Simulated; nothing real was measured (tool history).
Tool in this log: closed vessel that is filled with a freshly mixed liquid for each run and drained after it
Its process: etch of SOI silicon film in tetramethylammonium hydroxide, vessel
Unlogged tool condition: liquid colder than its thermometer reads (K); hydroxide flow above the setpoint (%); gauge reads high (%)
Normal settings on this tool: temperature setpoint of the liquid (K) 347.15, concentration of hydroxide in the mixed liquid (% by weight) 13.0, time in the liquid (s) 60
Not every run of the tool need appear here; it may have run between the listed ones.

run,hour,temperature setpoint of the liquid (K),concentration of hydroxide in the mixed liquid (% by weight),time in the liquid (s),wafers since the last listed run,hours since the thermometer was replaced,hours since the hydroxide flow meter was replaced,hours since the gauge calibration,"read-back film thickness of the SOI silicon film reference wafer, read on the same gauge (nm)",thickness taken off the SOI silicon film on a monitor wafer (nm)
1,0.0,347.15,13.0,60,0,272.7,486.1,142.5,110.47,455.88
2,33.0,347.15,13.0,60,3012,305.7,519.1,175.5,110.62,458.68
3,66.2,347.15,13.0,60,3030,338.9,552.3,208.7,110.71,458.25
4,82.6,353.65,10.0,60,1497,355.3,568.7,225.1,110.72,735.88
5,101.3,347.15,13.0,60,1707,374.0,587.4,243.8,110.79,458.98
6,122.4,347.15,13.0,60,1926,395.1,608.5,264.9,110.91,457.95
7,145.8,347.15,14.5,60,2136,418.5,631.9,288.3,111.03,435.45
8,178.7,347.15,14.5,60,3003,451.4,664.8,321.2,111.21,442.63
9,197.3,347.15,13.0,60,1698,470.0,683.4,339.8,111.27,460.22
10,223.5,347.15,13.0,60,2391,496.2,709.6,366.0,111.42,462.00
11,252.8,347.15,13.0,60,2674,525.5,738.9,395.3,111.60,465.98
12,286.6,347.15,13.0,60,3085,559.3,772.7,429.1,111.88,461.48
13,308.6,347.15,16.0,60,2008,581.3,794.7,451.1,112.03,423.59
14,356.6,347.15,16.0,60,4382,629.3,842.7,499.1,112.36,429.24
15,386.3,347.15,16.0,60,2711,659.0,872.4,528.8,112.56,424.21
# hour 395.0: gauge calibrated
# hour 397.0: hydroxide flow meter replaced
16,405.7,347.15,13.0,60,1679,678.4,8.7,10.7,109.83,458.28
17,512.6,347.15,13.0,60,9759,785.3,115.6,117.6,109.95,456.05
18,524.8,355.15,11.5,75,1113,797.5,127.8,129.8,109.96,933.57
# hour 529.8: thermometer replaced
19,559.2,347.15,13.0,60,3049,29.4,162.2,164.2,110.05,454.00
20,585.9,347.15,14.5,35,2437,56.1,188.9,190.9,110.16,251.26
21,601.8,347.15,9.0,40,1451,72.0,204.8,206.8,110.20,350.22
22,632.9,349.65,14.0,60,2839,103.1,235.9,237.9,110.32,512.73
23,646.9,340.65,10.0,60,1278,117.1,249.9,251.9,110.39,349.04
24,672.3,340.15,10.5,35,2318,142.5,275.3,277.3,110.48,194.72
25,691.4,347.15,9.5,60,1743,161.6,294.4,296.4,110.60,514.64
26,713.1,347.15,13.0,60,1981,183.3,316.1,318.1,110.65,463.12
27,740.3,347.15,13.0,60,2483,210.5,343.3,345.3,110.79,466.88
28,773.0,350.65,16.0,90,2985,243.2,376.0,378.0,110.99,771.13
29,786.4,347.15,12.0,60,1223,256.6,389.4,391.4,111.09,475.71
30,803.7,347.15,13.0,60,1579,273.9,406.7,408.7,111.26,466.72
31,826.7,347.15,13.0,30,2099,296.9,429.7,431.7,111.39,234.13
32,848.8,347.15,13.0,45,2017,319.0,451.8,453.8,111.50,345.61
33,861.5,347.15,11.0,60,1159,331.7,464.5,466.5,111.65,495.05
34,881.5,349.65,9.5,35,1825,351.7,484.5,486.5,111.81,349.62

4 options for the next run, each taken on its own from the tool as it stands now. Forecast them:
A,882.2,350.15,13.0,60,63,352.4,485.2,487.2,?,?
B,882.2,355.15,13.0,60,63,352.4,485.2,487.2,?,?
C,882.2,354.15,13.0,40,63,352.4,485.2,487.2,?,?
D,882.2,339.65,15.0,60,63,352.4,485.2,487.2,?,?

run,"read-back film thickness of the SOI silicon film reference wafer, read on the same gauge (nm)",thickness taken off the SOI silicon film on a monitor wafer (nm)
A,111.81,548.53
B,111.81,724.28
C,111.81,457.03
D,111.81,277.08
What these runs would have given with no unlogged condition in the tool:
run,thickness taken off the SOI silicon film on a monitor wafer (nm)
A,539.67
B,712.59
C,449.65
D,272.61

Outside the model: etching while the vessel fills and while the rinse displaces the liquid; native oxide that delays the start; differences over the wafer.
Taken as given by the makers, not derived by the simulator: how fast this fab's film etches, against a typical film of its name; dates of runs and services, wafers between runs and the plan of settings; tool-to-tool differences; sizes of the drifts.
